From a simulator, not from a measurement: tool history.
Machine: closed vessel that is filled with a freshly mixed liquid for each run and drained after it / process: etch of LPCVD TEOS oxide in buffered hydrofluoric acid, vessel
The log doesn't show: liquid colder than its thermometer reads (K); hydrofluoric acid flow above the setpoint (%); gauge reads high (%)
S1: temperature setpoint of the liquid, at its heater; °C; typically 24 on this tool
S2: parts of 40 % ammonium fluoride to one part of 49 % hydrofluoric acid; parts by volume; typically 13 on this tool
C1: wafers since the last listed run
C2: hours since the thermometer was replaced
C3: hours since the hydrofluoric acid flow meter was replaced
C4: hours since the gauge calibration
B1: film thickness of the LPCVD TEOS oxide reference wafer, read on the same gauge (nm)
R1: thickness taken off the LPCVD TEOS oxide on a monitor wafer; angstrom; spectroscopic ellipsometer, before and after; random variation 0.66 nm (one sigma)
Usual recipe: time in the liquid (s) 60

Run 1, day 0: usual settings; C1 0; C2 1588.5; C3 1744.8; C4 351.8; B1 150.02. Result: R1 1743.7 angstrom.
Run 2, day 1.421: usual settings; C1 2615; C2 1622.6; C3 1778.9; C4 385.9; B1 150. Result: R1 1735.2 angstrom.
Run 3, day 4.408: usual settings; C1 5498; C2 1694.3; C3 1850.6; C4 457.6; B1 150. Result: R1 1734.1 angstrom.
Run 4, day 7.225: usual settings; C1 5184; C2 1761.9; C3 1918.2; C4 525.2; B1 149.99. Result: R1 1738.5 angstrom.
Run 5, day 8.658: usual settings but S2 15.5 parts by volume; C1 2638; C2 1796.3; C3 1952.6; C4 559.6; B1 150. Result: R1 1459.5 angstrom.
Run 6, day 10.896: usual settings but S2 15.5 parts by volume; C1 4118; C2 1850; C3 2006.3; C4 613.3; B1 149.98. Result: R1 1471.9 angstrom.
Run 7, day 12.25: usual settings but S2 15.5 parts by volume; C1 2492; C2 1882.5; C3 2038.8; C4 645.8; B1 150. Result: R1 1457.2 angstrom.
Run 8, day 15.238: usual settings but S1 25.5 °C; C1 5498; C2 1954.2; C3 2110.5; C4 717.5; B1 150. Result: R1 1884.2 angstrom.
Run 9, day 17.758: usual settings but S1 25.5 °C; C1 4639; C2 2014.7; C3 2171; C4 778; B1 150.01. Result: R1 1884.1 angstrom.
Run 10, day 19.554: usual settings; C1 3305; C2 2057.8; C3 2214.1; C4 821.1; B1 149.97. Result: R1 1739.5 angstrom.
At day 20.083: gauge calibrated.
Run 11, day 22.342: usual settings but S1 27.5 °C, time in the liquid (s) 80; C1 5130; C2 2124.7; C3 2281; C4 54.2; B1 149.99. Result: R1 2782.3 angstrom.
Run 12, day 24.571: usual settings but time in the liquid (s) 35; C1 4102; C2 2178.2; C3 2334.5; C4 107.7; B1 150. Result: R1 1007.7 angstrom.
At day 25.008: hydrofluoric acid flow meter replaced.
At day 25.679: thermometer replaced.
Run 13, day 26.025: usual settings but time in the liquid (s) 80; C1 2523; C2 8.3; C3 24.4; C4 142.6; B1 150. Result: R1 2388.8 angstrom.
Run 14, day 28.821: usual settings but S2 14.5 parts by volume; C1 5145; C2 75.4; C3 91.5; C4 209.7; B1 150. Result: R1 1607.1 angstrom.
Run 15, day 29.954: usual settings; C1 2085; C2 102.6; C3 118.7; C4 236.9; B1 150. Result: R1 1790.1 angstrom.
Run 16, day 30.958: usual settings but S2 9 parts by volume, time in the liquid (s) 45; C1 1848; C2 126.7; C3 142.8; C4 261; B1 149.99. Result: R1 1846.9 angstrom.
Run 17, day 36.875: usual settings but S1 26 °C, S2 17.5 parts by volume; C1 10890; C2 268.7; C3 284.8; C4 403; B1 149.98. Result: R1 1478.4 angstrom.
Run 18, day 38.554: usual settings but S2 17.5 parts by volume, time in the liquid (s) 50; C1 3090; C2 309; C3 325.1; C4 443.3; B1 150. Result: R1 1105.6 angstrom.
Run 19, day 40.788: usual settings but S2 11 parts by volume; C1 4110; C2 362.6; C3 378.7; C4 496.9; B1 150.02. Result: R1 2105.2 angstrom.
Run 20, day 44.538: usual settings; C1 6902; C2 452.6; C3 468.7; C4 586.9; B1 150. Result: R1 1773.9 angstrom.

Consider 4 possible next runs. They are alternatives, not a sequence: every one starts from the tool as it was left by run 20. What does each give?
Run A, day 44.567: usual settings but time in the liquid (s) 50; C1 53; C2 453.3; C3 469.4; C4 587.6; B1 ?. Result: R1 ?.
Run B, day 44.567: usual settings but S2 17.5 parts by volume; C1 53; C2 453.3; C3 469.4; C4 587.6; B1 ?. Result: R1 ?.
Run C, day 44.567: usual settings but S1 20 °C, time in the liquid (s) 30; C1 53; C2 453.3; C3 469.4; C4 587.6; B1 ?. Result: R1 ?.
Run D, day 44.567: usual settings but S1 28.5 °C, time in the liquid (s) 95; C1 53; C2 453.3; C3 469.4; C4 587.6; B1 ?. Result: R1 ?.

run   B1      R1
  A  150  1483.5
  B  150  1329.3
  C  150     713
  D  150  3592.7
With the hidden condition removed and each run's random variation left untouched, the same runs would have given:
run      R1
  A  1499.9
  B    1344
  C   721.3
  D  3630.3

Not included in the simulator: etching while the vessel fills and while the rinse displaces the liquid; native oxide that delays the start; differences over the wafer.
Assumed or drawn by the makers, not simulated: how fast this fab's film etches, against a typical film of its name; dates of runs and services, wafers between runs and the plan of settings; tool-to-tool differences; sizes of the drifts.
